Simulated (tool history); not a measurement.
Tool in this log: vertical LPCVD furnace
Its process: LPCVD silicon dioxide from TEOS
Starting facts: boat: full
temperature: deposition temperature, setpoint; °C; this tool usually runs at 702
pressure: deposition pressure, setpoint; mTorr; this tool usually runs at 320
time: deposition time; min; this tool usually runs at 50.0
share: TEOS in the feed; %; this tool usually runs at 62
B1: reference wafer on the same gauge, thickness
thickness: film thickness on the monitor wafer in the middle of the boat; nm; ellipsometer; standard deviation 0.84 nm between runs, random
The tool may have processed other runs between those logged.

{"run": 1, "day": 0.0, "temperature": 702, "pressure": 270, "time": 59.5, "share": 62, "B1": 331.28, "thickness": 442.78}
{"run": 2, "day": 0.496, "temperature": 702, "pressure": 320, "time": 50.0, "share": 62, "B1": 330.85, "thickness": 404.29}
{"run": 3, "day": 1.208, "temperature": 702, "pressure": 320, "time": 50.0, "share": 62, "B1": 331.41, "thickness": 406.65}
{"day": 1.488, "done": "gauge calibrated"}
{"run": 4, "day": 1.704, "temperature": 702, "pressure": 320, "time": 50.0, "share": 62, "B1": 330.88, "thickness": 406.32}
{"run": 5, "day": 2.321, "temperature": 702, "pressure": 280, "time": 50.0, "share": 72, "B1": 331.08, "thickness": 407.49}
{"run": 6, "day": 3.004, "temperature": 702, "pressure": 280, "time": 50.0, "share": 72, "B1": 331.02, "thickness": 409.0}
{"day": 4.1, "done": "TEOS flow controller replaced"}
{"run": 7, "day": 4.121, "temperature": 702, "pressure": 320, "time": 50.0, "share": 62, "B1": 331.13, "thickness": 406.22}
{"run": 8, "day": 4.288, "temperature": 702, "pressure": 320, "time": 50.0, "share": 62, "B1": 330.77, "thickness": 404.05}
{"run": 9, "day": 4.667, "temperature": 693, "pressure": 320, "time": 63.5, "share": 62, "B1": 331.02, "thickness": 418.9}
{"day": 5.746, "done": "thermocouples replaced and temperature profile calibrated"}
{"run": 10, "day": 5.767, "temperature": 693, "pressure": 320, "time": 63.5, "share": 62, "B1": 330.5, "thickness": 382.93}
{"run": 11, "day": 5.933, "temperature": 693, "pressure": 320, "time": 63.5, "share": 62, "B1": 331.2, "thickness": 383.64}
{"run": 12, "day": 6.096, "temperature": 702, "pressure": 320, "time": 50.0, "share": 68, "B1": 331.17, "thickness": 389.27}
{"run": 13, "day": 6.362, "temperature": 702, "pressure": 320, "time": 50.0, "share": 62, "B1": 331.28, "thickness": 372.68}
{"run": 14, "day": 7.1, "temperature": 702, "pressure": 320, "time": 50.0, "share": 62, "B1": 330.88, "thickness": 372.46}
{"run": 15, "day": 7.671, "temperature": 702, "pressure": 365, "time": 50.0, "share": 62, "B1": 331.2, "thickness": 400.42}
{"run": 16, "day": 8.388, "temperature": 702, "pressure": 320, "time": 50.0, "share": 71, "B1": 331.08, "thickness": 401.83}
{"run": 17, "day": 8.875, "temperature": 702, "pressure": 375, "time": 50.0, "share": 62, "B1": 331.25, "thickness": 405.49}
{"day": 9.008, "done": "gauge calibrated"}
{"day": 10.112, "done": "pressure gauge zeroed"}
{"run": 18, "day": 10.133, "temperature": 693, "pressure": 320, "time": 63.5, "share": 62, "B1": 331.03, "thickness": 389.1}
{"run": 19, "day": 10.3, "temperature": 702, "pressure": 300, "time": 67.0, "share": 72, "B1": 331.03, "thickness": 527.19}
{"run": 20, "day": 10.462, "temperature": 702, "pressure": 320, "time": 50.0, "share": 62, "B1": 330.96, "thickness": 376.01}
{"run": 21, "day": 10.629, "temperature": 702, "pressure": 395, "time": 34.5, "share": 74, "B1": 331.07, "thickness": 314.57}
{"run": 22, "day": 10.95, "temperature": 702, "pressure": 320, "time": 50.0, "share": 62, "B1": 330.69, "thickness": 378.29}
{"run": 23, "day": 11.267, "temperature": 702, "pressure": 320, "time": 50.0, "share": 62, "B1": 330.9, "thickness": 378.68}
{"run": 24, "day": 11.667, "temperature": 711, "pressure": 290, "time": 39.0, "share": 68, "B1": 331.18, "thickness": 361.33}
{"run": 25, "day": 11.958, "temperature": 702, "pressure": 320, "time": 31.5, "share": 62, "B1": 330.78, "thickness": 238.52}
{"run": 26, "day": 12.592, "temperature": 709, "pressure": 320, "time": 50.0, "share": 62, "B1": 330.91, "thickness": 443.01}
{"run": 27, "day": 12.896, "temperature": 702, "pressure": 370, "time": 50.0, "share": 62, "B1": 331.03, "thickness": 406.78}

Forecast each of these 3 alternatives for the next run:
{"run": "A", "day": 13.067, "temperature": 702, "pressure": 320, "time": 50.0, "share": 62, "B1": "?", "thickness": "?"}
{"run": "B", "day": 13.067, "temperature": 702, "pressure": 240, "time": 50.0, "share": 74, "B1": "?", "thickness": "?"}
{"run": "C", "day": 13.067, "temperature": 698, "pressure": 365, "time": 50.0, "share": 62, "B1": "?", "thickness": "?"}

run=A B1=331.21 thickness=378.95
run=B B1=331.21 thickness=358.54
run=C B1=331.21 thickness=368.86
The same runs, with their run-to-run variation unchanged, on a tool lacking any hidden condition would have given:
run=A thickness=367.70
run=B thickness=347.89
run=C thickness=357.82
